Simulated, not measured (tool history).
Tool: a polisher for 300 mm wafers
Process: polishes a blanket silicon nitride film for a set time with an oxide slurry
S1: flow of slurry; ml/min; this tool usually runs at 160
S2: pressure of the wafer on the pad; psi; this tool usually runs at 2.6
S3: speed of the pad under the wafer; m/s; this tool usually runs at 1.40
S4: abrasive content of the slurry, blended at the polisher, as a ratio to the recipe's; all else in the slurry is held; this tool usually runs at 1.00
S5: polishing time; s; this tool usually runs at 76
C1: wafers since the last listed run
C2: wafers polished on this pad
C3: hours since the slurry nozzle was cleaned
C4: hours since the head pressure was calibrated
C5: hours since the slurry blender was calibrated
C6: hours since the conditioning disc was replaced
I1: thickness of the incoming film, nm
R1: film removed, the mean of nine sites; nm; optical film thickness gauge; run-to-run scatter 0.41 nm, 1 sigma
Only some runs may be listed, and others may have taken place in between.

run     day   S1   S2    S3    S4  S5   C1    C2     C3     C4     C5     C6     I1    R1
  1   0.000  160  2.6  1.40  1.10  76    0   483  433.5  480.6   95.5  194.2  264.5  36.8
  2   4.450  160  2.6  1.40  1.10  76  732  1215  540.3  587.4  202.3  301.0  272.8  35.6
  3   7.475  160  2.6  1.40  1.10  76  497  1713  612.9  660.0  274.9  373.6  274.0  35.6
      9.308  -- conditioning disc replaced and pad reconditioned
      9.417  -- worn pad replaced by a new one
  4   9.817  160  2.6  1.40  1.00  76  354    66  669.1  716.2  331.1   12.2  268.1  35.4
  5  14.079  160  2.6  1.40  1.00  76  701   767  771.4  818.5  433.4  114.5  270.8  34.2
     14.462  -- slurry blender recalibrated
  6  16.254  160  2.6  1.40  1.00  76  344  1111  823.6  870.7   43.0  166.7  270.8  32.9
     16.883  -- head pressure recalibrated
     17.396  -- slurry nozzle cleaned
  7  20.471  160  2.6  1.40  1.00  76  673  1784   73.8   86.1  144.2  267.9  273.7  32.7
     21.454  -- worn pad replaced by a new one
     24.292  -- conditioning disc replaced and pad reconditioned
  8  24.825  160  2.6  1.40  1.00  76  675   541  178.3  190.6  248.7   12.8  265.8  33.7
  9  29.246  205  3.2  1.40  0.75  76  727  1268  284.4  296.7  354.8  118.9  273.6  31.9
     32.154  -- worn pad replaced by a new one
     33.004  -- slurry blender recalibrated
 10  33.038  160  2.6  1.40  1.00  76  582   131  375.4  387.7    0.8  209.9  269.3  35.1
 11  34.725  185  2.6  1.76  0.80  63  277   409  415.9  428.2   41.3  250.4  268.3  29.5
 12  38.471  160  3.2  1.18  0.90  76  616  1025  505.8  518.1  131.2  340.3  272.1  33.3
     39.429  -- conditioning disc replaced and pad reconditioned
 13  41.000  160  2.6  1.40  1.00  76  402  1427  566.5  578.8  191.9   37.7  265.4  33.6
 14  43.242  160  2.6  1.40  1.00  76  368  1796  620.3  632.6  245.7   91.5  265.2  32.8
     43.454  -- worn pad replaced by a new one
 15  47.442  160  2.6  1.24  1.10  76  663   655  721.1  733.4  346.5  192.3  268.5  32.4
     50.767  -- slurry blender recalibrated
 16  51.721  125  3.4  1.40  1.00  76  690  1346  823.8  836.1   22.9  295.0  267.0  41.4
 17  54.046  120  2.6  1.02  1.15  76  382  1728  879.6  891.9   78.7  350.8  270.3  26.5

Alternative continuations, all from the tool just after run 17; predict every row:
  A  54.062  175  2.6  1.40  1.00  76   2  1731  880.0  892.3  79.1  351.2  271.6   ?
  B  54.062  160  2.6  1.40  0.80  50   2  1731  880.0  892.3  79.1  351.2  271.6   ?
  C  54.062  160  2.1  1.40  1.00  99   2  1731  880.0  892.3  79.1  351.2  271.6   ?
  D  54.062  115  2.6  1.62  1.25  60   2  1731  880.0  892.3  79.1  351.2  271.6   ?

run    R1
  A  33.6
  B  18.2
  C  35.0
  D  32.4
Take away the tool's hidden state, keep each run's random variation, and the runs would have read:
run    R1
  A  37.8
  B  20.5
  C  39.4
  D  36.5

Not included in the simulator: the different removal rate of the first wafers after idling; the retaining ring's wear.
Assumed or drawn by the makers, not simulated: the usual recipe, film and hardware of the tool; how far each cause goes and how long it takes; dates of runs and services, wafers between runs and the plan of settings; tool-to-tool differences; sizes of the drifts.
